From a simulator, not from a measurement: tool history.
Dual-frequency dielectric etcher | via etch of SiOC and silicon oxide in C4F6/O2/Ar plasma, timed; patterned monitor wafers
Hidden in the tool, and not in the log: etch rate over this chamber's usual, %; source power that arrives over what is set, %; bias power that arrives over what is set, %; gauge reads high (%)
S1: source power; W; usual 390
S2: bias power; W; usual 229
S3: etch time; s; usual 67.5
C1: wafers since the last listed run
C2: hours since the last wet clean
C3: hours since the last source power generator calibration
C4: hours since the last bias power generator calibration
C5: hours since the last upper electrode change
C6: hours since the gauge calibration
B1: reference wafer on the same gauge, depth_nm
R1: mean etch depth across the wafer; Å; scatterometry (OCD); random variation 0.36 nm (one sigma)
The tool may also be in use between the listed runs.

run 1 day=0.000 | S1=390 S2=205 S3=67.5 | C1=0 C2=384.3 C3=1759.4 C4=4180.9 C5=3534.2 C6=205.7 | B1=82.1 | R1=753
run 2 day=0.342 | S1=390 S2=229 S3=67.5 | C1=89 C2=392.5 C3=1767.6 C4=4189.1 C5=3542.4 C6=213.9 | B1=82.1 | R1=771
-- day=2.383 wet clean of the chamber
run 3 day=2.404 | S1=390 S2=229 S3=67.5 | C1=278 C2=0.5 C3=1817.1 C4=4238.6 C5=3591.9 C6=263.4 | B1=82.1 | R1=777
-- day=4.188 upper electrode replaced
run 4 day=4.208 | S1=390 S2=229 S3=67.5 | C1=210 C2=43.8 C3=1860.4 C4=4281.9 C5=0.5 C6=306.7 | B1=82.1 | R1=772
run 5 day=4.221 | S1=390 S2=229 S3=67.5 | C1=3 C2=44.1 C3=1860.7 C4=4282.2 C5=0.8 C6=307.0 | B1=82.3 | R1=767
run 6 day=4.238 | S1=390 S2=229 S3=67.5 | C1=4 C2=44.5 C3=1861.1 C4=4282.6 C5=1.2 C6=307.4 | B1=82.1 | R1=769
run 7 day=4.712 | S1=390 S2=229 S3=67.5 | C1=124 C2=55.9 C3=1872.5 C4=4294.0 C5=12.6 C6=318.8 | B1=82.1 | R1=780
run 8 day=5.321 | S1=390 S2=229 S3=67.5 | C1=159 C2=70.5 C3=1887.1 C4=4308.6 C5=27.2 C6=333.4 | B1=82.1 | R1=771
-- day=5.621 bias power generator calibrated
run 9 day=6.004 | S1=420 S2=229 S3=67.5 | C1=135 C2=86.9 C3=1903.5 C4=9.2 C5=43.6 C6=349.8 | B1=82.0 | R1=799
run 10 day=6.604 | S1=440 S2=263 S3=83.0 | C1=157 C2=101.3 C3=1917.9 C4=23.6 C5=58.0 C6=364.2 | B1=82.1 | R1=1044
run 11 day=7.025 | S1=330 S2=246 S3=67.5 | C1=110 C2=111.4 C3=1928.0 C4=33.7 C5=68.1 C6=374.3 | B1=82.2 | R1=725
run 12 day=7.517 | S1=390 S2=229 S3=67.5 | C1=128 C2=123.2 C3=1939.8 C4=45.5 C5=79.9 C6=386.1 | B1=82.2 | R1=777
run 13 day=8.096 | S1=470 S2=274 S3=67.5 | C1=151 C2=137.1 C3=1953.7 C4=59.4 C5=93.8 C6=400.0 | B1=82.0 | R1=883
run 14 day=8.604 | S1=390 S2=229 S3=67.5 | C1=133 C2=149.3 C3=1965.9 C4=71.6 C5=106.0 C6=412.2 | B1=82.1 | R1=775
run 15 day=9.279 | S1=390 S2=229 S3=67.5 | C1=176 C2=165.5 C3=1982.1 C4=87.8 C5=122.2 C6=428.4 | B1=82.0 | R1=776
-- day=9.729 source power generator calibrated
run 16 day=9.750 | S1=310 S2=186 S3=83.0 | C1=79 C2=176.8 C3=0.5 C4=99.1 C5=133.5 C6=439.7 | B1=82.1 | R1=801
run 17 day=9.946 | S1=390 S2=229 S3=67.5 | C1=51 C2=181.5 C3=5.2 C4=103.8 C5=138.2 C6=444.4 | B1=82.2 | R1=777
-- day=10.308 gauge calibrated
run 18 day=10.600 | S1=340 S2=249 S3=82.5 | C1=171 C2=197.2 C3=20.9 C4=119.5 C5=153.9 C6=7.0 | B1=82.2 | R1=897
run 19 day=11.250 | S1=390 S2=229 S3=83.5 | C1=170 C2=212.8 C3=36.5 C4=135.1 C5=169.5 C6=22.6 | B1=82.1 | R1=964
run 20 day=11.867 | S1=350 S2=257 S3=83.0 | C1=161 C2=227.6 C3=51.3 C4=149.9 C5=184.3 C6=37.4 | B1=82.1 | R1=940
run 21 day=12.500 | S1=390 S2=280 S3=67.5 | C1=165 C2=242.8 C3=66.5 C4=165.1 C5=199.5 C6=52.6 | B1=82.0 | R1=816
run 22 day=12.854 | S1=390 S2=229 S3=67.5 | C1=92 C2=251.3 C3=75.0 C4=173.6 C5=208.0 C6=61.1 | B1=82.3 | R1=769
run 23 day=13.404 | S1=490 S2=184 S3=60.0 | C1=143 C2=264.5 C3=88.2 C4=186.8 C5=221.2 C6=74.3 | B1=82.0 | R1=723
run 24 day=13.762 | S1=390 S2=200 S3=59.0 | C1=93 C2=273.1 C3=96.8 C4=195.4 C5=229.8 C6=82.9 | B1=82.1 | R1=649
run 25 day=14.042 | S1=390 S2=188 S3=67.5 | C1=73 C2=279.8 C3=103.5 C4=202.1 C5=236.5 C6=89.6 | B1=82.2 | R1=734
run 26 day=14.783 | S1=330 S2=246 S3=67.5 | C1=194 C2=297.6 C3=121.3 C4=219.9 C5=254.3 C6=107.4 | B1=81.9 | R1=731
run 27 day=15.488 | S1=330 S2=211 S3=79.5 | C1=184 C2=314.5 C3=138.2 C4=236.8 C5=271.2 C6=124.3 | B1=82.1 | R1=823
run 28 day=15.779 | S1=390 S2=229 S3=67.5 | C1=76 C2=321.5 C3=145.2 C4=243.8 C5=278.2 C6=131.3 | B1=82.2 | R1=769
run 29 day=16.475 | S1=440 S2=206 S3=59.5 | C1=182 C2=338.2 C3=161.9 C4=260.5 C5=294.9 C6=148.0 | B1=82.1 | R1=701

5 ways to go on from here, each from the tool as it stands after run 29. What would each give?
run A day=16.492 | S1=390 S2=229 S3=67.5 | C1=4 C2=338.6 C3=162.3 C4=260.9 C5=295.3 C6=148.4 | B1=? | R1=?
run B day=16.492 | S1=390 S2=190 S3=67.5 | C1=4 C2=338.6 C3=162.3 C4=260.9 C5=295.3 C6=148.4 | B1=? | R1=?
run C day=16.492 | S1=430 S2=271 S3=86.5 | C1=4 C2=338.6 C3=162.3 C4=260.9 C5=295.3 C6=148.4 | B1=? | R1=?
run D day=16.492 | S1=330 S2=280 S3=56.0 | C1=4 C2=338.6 C3=162.3 C4=260.9 C5=295.3 C6=148.4 | B1=? | R1=?
run E day=16.492 | S1=360 S2=175 S3=67.5 | C1=4 C2=338.6 C3=162.3 C4=260.9 C5=295.3 C6=148.4 | B1=? | R1=?

run=A B1=82.0 R1=769
run=B B1=82.0 R1=732
run=C B1=82.0 R1=1081
run=D B1=82.0 R1=623
run=E B1=82.0 R1=689
Without the tool's hidden state the same runs would have given:
run=A R1=769
run=B R1=732
run=C R1=1081
run=D R1=623
run=E R1=689
